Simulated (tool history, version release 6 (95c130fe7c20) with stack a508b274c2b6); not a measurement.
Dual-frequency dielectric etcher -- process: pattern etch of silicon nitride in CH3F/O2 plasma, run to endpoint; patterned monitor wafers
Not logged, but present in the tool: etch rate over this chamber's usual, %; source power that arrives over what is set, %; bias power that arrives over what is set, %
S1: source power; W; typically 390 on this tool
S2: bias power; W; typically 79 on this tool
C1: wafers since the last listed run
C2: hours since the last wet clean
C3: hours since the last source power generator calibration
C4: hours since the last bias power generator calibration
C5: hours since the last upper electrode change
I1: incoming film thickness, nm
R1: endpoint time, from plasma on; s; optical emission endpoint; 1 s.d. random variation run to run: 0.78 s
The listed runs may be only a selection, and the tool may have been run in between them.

Run 1, hour 0.0: usual settings but S2 87 W; C1 0; C2 160.9; C3 2407.7; C4 1283.6; C5 5103.3; I1 100.3. Result: R1 97.2 s.
Run 2, hour 13.8: usual settings; C1 126; C2 174.7; C3 2421.5; C4 1297.4; C5 5117.1; I1 99.7. Result: R1 101.8 s.
Run 3, hour 29.1: usual settings; C1 140; C2 190.0; C3 2436.8; C4 1312.7; C5 5132.4; I1 97.9. Result: R1 99.4 s.
Run 4, hour 37.8: usual settings but S1 450 W; C1 79; C2 198.7; C3 2445.5; C4 1321.4; C5 5141.1; I1 98.8. Result: R1 95.4 s.
Run 5, hour 50.6: usual settings; C1 117; C2 211.5; C3 2458.3; C4 1334.2; C5 5153.9; I1 98.4. Result: R1 100.8 s.
Run 6, hour 58.1: usual settings; C1 68; C2 219.0; C3 2465.8; C4 1341.7; C5 5161.4; I1 99.2. Result: R1 101.2 s.
Run 7, hour 67.3: usual settings; C1 84; C2 228.2; C3 2475.0; C4 1350.9; C5 5170.6; I1 98.9. Result: R1 101.5 s.
Run 8, hour 75.0: usual settings but S1 350 W; C1 70; C2 235.9; C3 2482.7; C4 1358.6; C5 5178.3; I1 98.5. Result: R1 106.1 s.
Run 9, hour 90.2: usual settings; C1 139; C2 251.1; C3 2497.9; C4 1373.8; C5 5193.5; I1 98.3. Result: R1 102.8 s.
Run 10, hour 105.5: usual settings; C1 140; C2 266.4; C3 2513.2; C4 1389.1; C5 5208.8; I1 99.3. Result: R1 102.4 s.
Run 11, hour 120.5: usual settings; C1 137; C2 281.4; C3 2528.2; C4 1404.1; C5 5223.8; I1 99.7. Result: R1 103.6 s.
Run 12, hour 130.8: usual settings; C1 94; C2 291.7; C3 2538.5; C4 1414.4; C5 5234.1; I1 98.3. Result: R1 100.5 s.
Run 13, hour 144.6: usual settings; C1 126; C2 305.5; C3 2552.3; C4 1428.2; C5 5247.9; I1 98.3. Result: R1 102.5 s.
Run 14, hour 151.2: usual settings but S2 67 W; C1 60; C2 312.1; C3 2558.9; C4 1434.8; C5 5254.5; I1 98.1. Result: R1 106.9 s.
Run 15, hour 162.6: usual settings but S1 440 W, S2 93 W; C1 104; C2 323.5; C3 2570.3; C4 1446.2; C5 5265.9; I1 99.2. Result: R1 91.0 s.
Run 16, hour 173.7: usual settings but S1 430 W, S2 89 W; C1 101; C2 334.6; C3 2581.4; C4 1457.3; C5 5277.0; I1 98.0. Result: R1 93.5 s.
Run 17, hour 187.0: usual settings; C1 121; C2 347.9; C3 2594.7; C4 1470.6; C5 5290.3; I1 99.8. Result: R1 102.5 s.
Run 18, hour 198.8: usual settings but S1 440 W, S2 64 W; C1 108; C2 359.7; C3 2606.5; C4 1482.4; C5 5302.1; I1 99.4. Result: R1 106.6 s.
Run 19, hour 206.4: usual settings but S1 460 W, S2 98 W; C1 69; C2 367.3; C3 2614.1; C4 1490.0; C5 5309.7; I1 97.5. Result: R1 87.6 s.
Run 20, hour 220.4: usual settings; C1 128; C2 381.3; C3 2628.1; C4 1504.0; C5 5323.7; I1 97.8. Result: R1 101.9 s.
Run 21, hour 226.6: usual settings; C1 56; C2 387.5; C3 2634.3; C4 1510.2; C5 5329.9; I1 98.3. Result: R1 101.7 s.
Run 22, hour 240.9: usual settings but S2 87 W; C1 131; C2 401.8; C3 2648.6; C4 1524.5; C5 5344.2; I1 98.9. Result: R1 98.8 s.
Run 23, hour 247.6: usual settings but S1 310 W, S2 96 W; C1 61; C2 408.5; C3 2655.3; C4 1531.2; C5 5350.9; I1 99.1. Result: R1 106.1 s.
At hour 281.5: wet clean of the chamber.
At hour 297.7: source power generator calibrated.
At hour 298.6: upper electrode replaced.
Run 24, hour 299.1: usual settings; C1 207; C2 17.6; C3 1.4; C4 1582.7; C5 0.5; I1 98.0. Result: R1 98.8 s.
Run 25, hour 299.4: usual settings but S1 310 W, S2 61 W; C1 2; C2 17.9; C3 1.7; C4 1583.0; C5 0.8; I1 99.3. Result: R1 119.3 s.
Run 26, hour 299.8: usual settings; C1 3; C2 18.3; C3 2.1; C4 1583.4; C5 1.2; I1 98.2. Result: R1 98.2 s.
At hour 306.1: bias power generator calibrated.
Run 27, hour 306.6: usual settings but S1 310 W, S2 67 W; C1 25; C2 25.1; C3 8.9; C4 0.5; C5 8.0; I1 98.7. Result: R1 116.6 s.
Run 28, hour 344.3: usual settings but S1 310 W, S2 91 W; C1 345; C2 62.8; C3 46.6; C4 38.2; C5 45.7; I1 99.0. Result: R1 103.3 s.
Run 29, hour 350.8: usual settings but S1 350 W, S2 71 W; C1 59; C2 69.3; C3 53.1; C4 44.7; C5 52.2; I1 98.5. Result: R1 107.6 s.
Run 30, hour 357.6: usual settings; C1 62; C2 76.1; C3 59.9; C4 51.5; C5 59.0; I1 98.5. Result: R1 98.2 s.
Run 31, hour 365.1: usual settings; C1 68; C2 83.6; C3 67.4; C4 59.0; C5 66.5; I1 98.5. Result: R1 98.2 s.
Run 32, hour 381.8: usual settings but S2 73 W; C1 153; C2 100.3; C3 84.1; C4 75.7; C5 83.2; I1 98.1. Result: R1 101.4 s.
Run 33, hour 390.5: usual settings but S2 68 W; C1 79; C2 109.0; C3 92.8; C4 84.4; C5 91.9; I1 98.4. Result: R1 103.6 s.
Run 34, hour 401.9: usual settings but S1 320 W, S2 70 W; C1 104; C2 120.4; C3 104.2; C4 95.8; C5 103.3; I1 98.6. Result: R1 113.6 s.
Run 35, hour 417.7: usual settings but S1 470 W, S2 87 W; C1 144; C2 136.2; C3 120.0; C4 111.6; C5 119.1; I1 99.0. Result: R1 89.1 s.

Branching from run 35: 4 alternative next runs. What would each branch give?
Run A, hour 418.2: usual settings but S1 310 W; C1 4; C2 136.7; C3 120.5; C4 112.1; C5 119.6; I1 99.5. Result: R1 ?.
Run B, hour 418.2: usual settings but S2 70 W; C1 4; C2 136.7; C3 120.5; C4 112.1; C5 119.6; I1 99.5. Result: R1 ?.
Run C, hour 418.2: usual settings but S1 470 W, S2 85 W; C1 4; C2 136.7; C3 120.5; C4 112.1; C5 119.6; I1 99.5. Result: R1 ?.
Run D, hour 418.2: usual settings but S1 460 W, S2 90 W; C1 4; C2 136.7; C3 120.5; C4 112.1; C5 119.6; I1 99.5. Result: R1 ?.

run     R1
  A  111.7
  B  105.3
  C   91.0
  D   90.0
With no hidden state in the tool, these same runs would have given:
run     R1
  A  110.1
  B  103.8
  C   89.7
  D   88.7
